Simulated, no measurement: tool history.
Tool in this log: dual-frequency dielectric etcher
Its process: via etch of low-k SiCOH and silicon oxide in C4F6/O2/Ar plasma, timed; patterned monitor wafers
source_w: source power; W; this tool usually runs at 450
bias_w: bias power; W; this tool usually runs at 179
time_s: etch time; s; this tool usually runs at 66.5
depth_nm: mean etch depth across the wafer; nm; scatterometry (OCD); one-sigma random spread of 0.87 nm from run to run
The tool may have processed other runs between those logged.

run	hour	source_w	bias_w	time_s	wafers since the last listed run	hours since the last wet clean	hours since the last source power generator calibration	hours since the last bias power generator calibration	hours since the last upper electrode change	hours since the gauge calibration	read-back reference wafer on the same gauge, depth_nm	depth_nm
1	0	450	179	66.5	0	347.3	4331	2299	4447.4	817.7	159.9	169.6
# hour 33.3: wet clean of the chamber
2	104.3	450	179	66.5	920	71	4435.3	2403.3	4551.7	922	159.3	168.3
3	150.5	450	159	66.5	529	117.2	4481.5	2449.5	4597.9	968.2	159	164.3
4	210	450	159	66.5	681	176.7	4541	2509	4657.4	1027.7	158.6	162.1
5	281.6	450	159	66.5	820	248.3	4612.6	2580.6	4729	1099.3	158.3	161.4
6	371.3	450	179	66.5	1027	338	4702.3	2670.3	4818.7	1189	157.8	165.5
# hour 450.8: wet clean of the chamber
7	469.6	450	179	66.5	851	18.8	4800.6	2768.6	4917	1287.3	157.2	166.9
8	517.2	450	179	66.5	545	66.4	4848.2	2816.2	4964.6	1334.9	156.9	166.4
9	553.5	480	153	66.5	415	102.7	4884.5	2852.5	5000.9	1371.2	156.5	161.6
10	601.8	500	179	66.5	553	151	4932.8	2900.8	5049.2	1419.5	156.4	169.3
11	673.3	450	179	58	819	222.5	5004.3	2972.3	5120.7	1491	156	144.8
# hour 676.3: gauge calibrated
# hour 729.4: upper electrode replaced
# hour 744.2: source power generator calibrated
12	766.8	450	179	58	750	316	22.6	3065.8	37.4	90.5	164.4	153.2
13	862.1	450	179	66.5	1091	411.3	117.9	3161.1	132.7	185.8	164	173.7
# hour 892.4: wet clean of the chamber
# hour 962.2: bias power generator calibrated
14	1168.8	450	179	81.5	3193	276.4	424.6	206.6	439.4	492.5	162.2	212.2
# hour 1286.8: wet clean of the chamber
15	1287.3	550	205	85	1082	0.5	543.1	325.1	557.9	611	161.6	241
16	1368.5	500	179	66.5	930	81.7	624.3	406.3	639.1	692.2	161	175.3
17	1470.6	450	179	84.5	1169	183.8	726.4	508.4	741.2	794.3	160.6	213.6
18	1521.3	540	145	73.5	580	234.5	777.1	559.1	791.9	845	160.3	184.9
19	1601.5	450	216	49.5	918	314.7	857.3	639.3	872.1	925.2	159.8	133
20	1658.8	450	179	66.5	656	372	914.6	696.6	929.4	982.5	159.4	169.4
# hour 1720: wet clean of the chamber
21	1720.5	450	159	66.5	431	0.5	976.3	758.3	991.1	1044.2	159.1	163.8
22	1784.8	450	179	66.5	736	64.8	1040.6	822.6	1055.4	1108.5	158.6	167.9
23	1835.9	350	179	80.5	585	115.9	1091.7	873.7	1106.5	1159.6	158.6	194.4
24	1881.8	480	167	54.5	525	161.8	1137.6	919.6	1152.4	1205.5	158.3	136.6
25	1961.7	480	151	85.5	915	241.7	1217.5	999.5	1232.3	1285.4	157.7	209.4

The next listed run, before its measurement:
26	2012.9	400	163	66.5	586	292.9	1268.7	1050.7	1283.5	1336.6	?	?

{"run 26": {"read-back reference wafer on the same gauge, depth_nm": 157.4, "depth_nm": 159.2}}
The same run, on a tool lacking any hidden state, would have yielded depth_nm 166.9 nm.

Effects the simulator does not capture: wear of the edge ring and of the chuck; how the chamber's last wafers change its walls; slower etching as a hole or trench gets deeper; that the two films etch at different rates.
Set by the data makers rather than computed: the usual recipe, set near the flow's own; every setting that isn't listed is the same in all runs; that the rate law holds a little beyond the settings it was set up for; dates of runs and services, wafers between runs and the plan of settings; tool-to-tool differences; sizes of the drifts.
